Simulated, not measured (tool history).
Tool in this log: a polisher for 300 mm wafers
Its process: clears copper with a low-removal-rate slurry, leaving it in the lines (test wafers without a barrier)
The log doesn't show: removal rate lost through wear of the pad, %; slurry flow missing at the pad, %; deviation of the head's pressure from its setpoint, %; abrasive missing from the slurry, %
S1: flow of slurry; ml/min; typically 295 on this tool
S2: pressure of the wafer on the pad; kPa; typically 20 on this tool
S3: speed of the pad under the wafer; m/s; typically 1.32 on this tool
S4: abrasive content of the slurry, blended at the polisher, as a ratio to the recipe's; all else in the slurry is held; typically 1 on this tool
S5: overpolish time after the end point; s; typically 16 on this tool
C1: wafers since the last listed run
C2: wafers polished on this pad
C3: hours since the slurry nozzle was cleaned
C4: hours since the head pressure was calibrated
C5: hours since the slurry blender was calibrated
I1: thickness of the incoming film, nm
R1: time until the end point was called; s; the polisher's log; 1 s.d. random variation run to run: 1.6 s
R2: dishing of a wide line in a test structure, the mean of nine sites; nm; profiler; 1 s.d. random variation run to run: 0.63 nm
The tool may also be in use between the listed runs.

Run 1, hour 0: usual settings; C1 0; C2 85; C3 11; C4 431.3; C5 363.9; I1 353.5. Result: R1 82.8 s, R2 27.5 nm.
At hour 43.8: slurry blender recalibrated.
Run 2, hour 91.5: usual settings; C1 474; C2 559; C3 102.5; C4 522.8; C5 47.7; I1 362.8. Result: R1 84.8 s, R2 26.9 nm.
Run 3, hour 161: usual settings; C1 368; C2 928; C3 172; C4 592.3; C5 117.2; I1 365. Result: R1 91.8 s, R2 25.4 nm.
Run 4, hour 205.6: usual settings; C1 236; C2 1164; C3 216.6; C4 636.9; C5 161.8; I1 366.1. Result: R1 92.1 s, R2 26.8 nm.
Run 5, hour 282.2: usual settings; C1 405; C2 1569; C3 293.2; C4 713.5; C5 238.4; I1 354.6. Result: R1 89.6 s, R2 24 nm.
Run 6, hour 319.1: usual settings; C1 195; C2 1765; C3 330.1; C4 750.4; C5 275.3; I1 356.3. Result: R1 95.8 s, R2 26.2 nm.
Run 7, hour 373.1: usual settings; C1 285; C2 2051; C3 384.1; C4 804.4; C5 329.3; I1 359.3. Result: R1 95 s, R2 24.8 nm.
At hour 386.3: worn pad replaced by a new one.
At hour 408.1: slurry blender recalibrated.
Run 8, hour 438.1: usual settings; C1 312; C2 263; C3 449.1; C4 869.4; C5 30; I1 359.8. Result: R1 87.9 s, R2 27 nm.
Run 9, hour 526.7: usual settings; C1 469; C2 732; C3 537.7; C4 958; C5 118.6; I1 355.9. Result: R1 90.4 s, R2 26.1 nm.
Run 10, hour 582: usual settings; C1 292; C2 1025; C3 593; C4 1013.3; C5 173.9; I1 354.9. Result: R1 89.6 s, R2 26.2 nm.
Run 11, hour 656.2: usual settings; C1 392; C2 1418; C3 667.2; C4 1087.5; C5 248.1; I1 356.1. Result: R1 94 s, R2 25.4 nm.
Run 12, hour 735.8: usual settings; C1 421; C2 1840; C3 746.8; C4 1167.1; C5 327.7; I1 359.8. Result: R1 97.2 s, R2 24.6 nm.
At hour 764.3: worn pad replaced by a new one.
At hour 766.3: slurry blender recalibrated.
Run 13, hour 799.7: usual settings; C1 306; C2 177; C3 810.7; C4 1231; C5 33.4; I1 361.3. Result: R1 86.3 s, R2 27.8 nm.
At hour 829.4: slurry nozzle cleaned.
Run 14, hour 856.3: usual settings; C1 294; C2 471; C3 26.9; C4 1287.6; C5 90; I1 361.9. Result: R1 88.9 s, R2 26.1 nm.
At hour 879.1: head pressure recalibrated.
Run 15, hour 903.5: usual settings but S1 205 ml/min, S4 1.15, S5 22 s; C1 239; C2 710; C3 74.1; C4 24.4; C5 137.2; I1 360.2. Result: R1 88.2 s, R2 31.4 nm.
Run 16, hour 970.3: usual settings but S1 265 ml/min, S4 0.75; C1 353; C2 1064; C3 140.9; C4 91.2; C5 204; I1 360.5. Result: R1 94 s, R2 25.3 nm.
Run 17, hour 1061: usual settings but S1 385 ml/min, S3 1.08 m/s, S5 21 s; C1 480; C2 1545; C3 231.6; C4 181.9; C5 294.7; I1 362.7. Result: R1 114.1 s, R2 27.3 nm.
At hour 1109.6: worn pad replaced by a new one.
At hour 1119.4: slurry blender recalibrated.
Run 18, hour 1139.1: usual settings; C1 381; C2 145; C3 309.7; C4 260; C5 19.7; I1 358.7. Result: R1 86.7 s, R2 25.2 nm.
Run 19, hour 1191.2: usual settings but S5 12 s; C1 275; C2 421; C3 361.8; C4 312.1; C5 71.8; I1 361.4. Result: R1 89 s, R2 22.3 nm.
Run 20, hour 1257.5: usual settings but S2 24.1 kPa, S4 1.25, S5 22 s; C1 351; C2 772; C3 428.1; C4 378.4; C5 138.1; I1 357.7. Result: R1 73.7 s, R2 33.1 nm.
Run 21, hour 1352.9: usual settings but S5 20 s; C1 505; C2 1277; C3 523.5; C4 473.8; C5 233.5; I1 357.7. Result: R1 93.4 s, R2 28.5 nm.
Run 22, hour 1416.8: usual settings; C1 338; C2 1616; C3 587.4; C4 537.7; C5 297.4; I1 366.4. Result: R1 98.9 s, R2 25.5 nm.
At hour 1463.7: slurry blender recalibrated.
Run 23, hour 1464.2: usual settings but S3 1.72 m/s; C1 240; C2 1856; C3 634.8; C4 585.1; C5 0.5; I1 358.6. Result: R1 75.5 s, R2 29.7 nm.
At hour 1504.8: worn pad replaced by a new one.
Run 24, hour 1569.8: usual settings; C1 538; C2 344; C3 740.4; C4 690.7; C5 106.1; I1 362.2. Result: R1 85.1 s, R2 25.5 nm.
Run 25, hour 1612: usual settings; C1 223; C2 567; C3 782.6; C4 732.9; C5 148.3; I1 364.7. Result: R1 91.5 s, R2 26.9 nm.
Run 26, hour 1671.6: usual settings but S1 265 ml/min, S4 0.75; C1 315; C2 883; C3 842.2; C4 792.5; C5 207.9; I1 362.7. Result: R1 95.7 s, R2 25.9 nm.
Run 27, hour 1719.7: usual settings but S2 17.2 kPa, S3 1.72 m/s, S4 0.75, S5 12 s; C1 254; C2 1138; C3 890.3; C4 840.6; C5 256; I1 354.1. Result: R1 84.6 s, R2 23.5 nm.
At hour 1748.7: slurry nozzle cleaned.
Run 28, hour 1796.3: usual settings but S2 24.8 kPa, S5 21 s; C1 400; C2 1538; C3 47.6; C4 917.2; C5 332.6; I1 358.8. Result: R1 76.9 s, R2 31.4 nm.
At hour 1902.2: slurry blender recalibrated.
Run 29, hour 1903.3: usual settings; C1 556; C2 2094; C3 154.6; C4 1024.2; C5 1.1; I1 366.1. Result: R1 98.4 s, R2 24.5 nm.

Predict each of these 3 candidate next runs independently; none follows another, all start after run 29:
Run A, hour 1903.8: usual settings but S2 24.8 kPa; C1 2; C2 2097; C3 155.1; C4 1024.7; C5 1.6; I1 357.7. Result: R1 ?, R2 ?.
Run B, hour 1903.8: usual settings but S2 23.4 kPa; C1 2; C2 2097; C3 155.1; C4 1024.7; C5 1.6; I1 357.7. Result: R1 ?, R2 ?.
Run C, hour 1903.8: usual settings but S4 0.85; C1 2; C2 2097; C3 155.1; C4 1024.7; C5 1.6; I1 357.7. Result: R1 ?, R2 ?.

run    R1    R2
  A    76  28.2
  B  80.5  27.3
  C  96.8  24.6
What these runs would have given with no unlogged condition in the tool:
run    R1    R2
  A  65.9  30.1
  B  69.8  29.2
  C  83.9  26.6

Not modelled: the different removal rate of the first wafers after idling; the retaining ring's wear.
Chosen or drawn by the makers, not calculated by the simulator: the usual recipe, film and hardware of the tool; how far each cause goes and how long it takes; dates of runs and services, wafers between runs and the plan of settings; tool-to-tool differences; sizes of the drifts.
